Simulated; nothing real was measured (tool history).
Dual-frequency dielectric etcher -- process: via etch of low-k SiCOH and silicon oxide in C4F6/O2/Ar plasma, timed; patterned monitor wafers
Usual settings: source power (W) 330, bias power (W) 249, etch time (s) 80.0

run     day  source power (W)  bias power (W)  etch time (s)  wafers since the last listed run  hours since the last wet clean  hours since the last source power generator calibration  hours since the last bias power generator calibration  hours since the last upper electrode change  hours since the gauge calibration  read-back reference wafer on the same gauge, depth_nm  mean etch depth across the wafer (Å)
  1   0.000               330             229           80.0                                 0                             0.5                                                   3415.0                                                 4867.1                                          9.8                              104.0                                                  272.3                                  2212
  2   0.012               330             224           80.0                                 4                             0.8                                                   3415.3                                                 4867.4                                         10.1                              104.3                                                  272.0                                  2195
  3   0.029               330             224           80.0                                 5                             1.2                                                   3415.7                                                 4867.8                                         10.5                              104.7                                                  272.0                                  2198
  4   0.042               330             224           80.0                                 4                             1.5                                                   3416.0                                                 4868.1                                         10.8                              105.0                                                  272.0                                  2192
  5   0.058               330             249           80.0                                 5                             1.9                                                   3416.4                                                 4868.5                                         11.2                              105.4                                                  271.9                                  2281
  6   0.304               330             249           80.0                                79                             7.8                                                   3422.3                                                 4874.4                                         17.1                              111.3                                                  272.0                                  2284
  7   0.800               330             249           80.0                               159                            19.7                                                   3434.2                                                 4886.3                                         29.0                              123.2                                                  271.9                                  2276
  8   1.483               330             249           80.0                               219                            36.1                                                   3450.6                                                 4902.7                                         45.4                              139.6                                                  272.1                                  2282
  9   2.104               330             249           90.0                               199                            51.0                                                   3465.5                                                 4917.6                                         60.3                              154.5                                                  272.1                                  2564
 10   2.421               270             212           66.5                               101                            58.6                                                   3473.1                                                 4925.2                                         67.9                              162.1                                                  272.0                                  1699
 11   2.967               330             216           56.0                               175                            71.7                                                   3486.2                                                 4938.3                                         81.0                              175.2                                                  272.0                                  1520
      3.838  -- source power generator calibrated
 12   3.858               330             249           80.0                               233                            93.1                                                      0.5                                                 4959.7                                        102.4                              196.6                                                  272.1                                  2277
 13   4.254               330             249           87.5                               127                           102.6                                                     10.0                                                 4969.2                                        111.9                              206.1                                                  272.0                                  2481
 14   4.908               330             249           80.0                               210                           118.3                                                     25.7                                                 4984.9                                        127.6                              221.8                                                  272.2                                  2275
 15   5.283               330             249           87.5                               120                           127.3                                                     34.7                                                 4993.9                                        136.6                              230.8                                                  272.0                                  2482
 16   5.812               360             229           80.0                               170                           140.0                                                     47.4                                                 5006.6                                        149.3                              243.5                                                  272.1                                  2261
      6.067  -- bias power generator calibrated
 17   6.204               390             292           96.5                                72                           149.4                                                     56.8                                                    3.3                                        158.7                              252.9                                                  272.1                                  3031
      6.379  -- gauge calibrated
 18   6.792               330             249           80.0                               189                           163.5                                                     70.9                                                   17.4                                        172.8                                9.9                                                  271.8                                  2270
 19   7.196               400             193           80.0                               130                           173.2                                                     80.6                                                   27.1                                        182.5                               19.6                                                  272.1                                  2192
 20   7.708               350             213           69.5                               164                           185.5                                                     92.9                                                   39.4                                        194.8                               31.9                                                  272.2                                  1894
 21   8.221               330             249           80.0                               164                           197.8                                                    105.2                                                   51.7                                        207.1                               44.2                                                  272.0                                  2269
 22   8.521               330             310          104.0                                96                           205.0                                                    112.4                                                   58.9                                        214.3                               51.4                                                  271.8                                  3188
 23   9.171               330             195           80.0                               209                           220.6                                                    128.0                                                   74.5                                        229.9                               67.0                                                  271.9                                  2079
 24   9.758               260             249           80.0                               189                           234.7                                                    142.1                                                   88.6                                        244.0                               81.1                                                  272.0                                  2122
 25  10.754               390             277          100.0                               320                           258.6                                                    166.0                                                  112.5                                        267.9                              105.0                                                  272.1                                  3073
 26  11.379               360             297           64.5                               201                           273.6                                                    181.0                                                  127.5                                        282.9                              120.0                                                  271.9                                  1985
 27  11.658               290             249           80.0                                89                           280.3                                                    187.7                                                  134.2                                        289.6                              126.7                                                  272.1                                  2180
 28  12.408               390             290           80.0                               241                           298.3                                                    205.7                                                  152.2                                        307.6                              144.7                                                  272.0                                  2495
 29  12.700               400             249           56.0                                93                           305.3                                                    212.7                                                  159.2                                        314.6                              151.7                                                  271.7                                  1671

Each row is a separate what-if for the run after 29, all from the same tool condition, not one after another. Results?
  A  12.717               330             249           80.0                                 5                           305.7                                                    213.1                                                  159.6                                        315.0                              152.1                                                      ?                                     ?
  B  12.717               330             266           91.5                                 5                           305.7                                                    213.1                                                  159.6                                        315.0                              152.1                                                      ?                                     ?
  C  12.717               260             297           80.0                                 5                           305.7                                                    213.1                                                  159.6                                        315.0                              152.1                                                      ?                                     ?
  D  12.717               370             221           80.0                                 5                           305.7                                                    213.1                                                  159.6                                        315.0                              152.1                                                      ?                                     ?
  E  12.717               290             230           80.0                                 5                           305.7                                                    213.1                                                  159.6                                        315.0                              152.1                                                      ?                                     ?

run  read-back reference wafer on the same gauge, depth_nm  mean etch depth across the wafer (Å)
  A                                                  272.2                                  2253
  B                                                  272.2                                  2639
  C                                                  272.2                                  2256
  D                                                  272.2                                  2231
  E                                                  272.2                                  2116
Take away the tool's hidden state, keep each run's random variation, and the runs would have read:
run  mean etch depth across the wafer (Å)
  A                                  2277
  B                                  2666
  C                                  2279
  D                                  2255
  E                                  2138
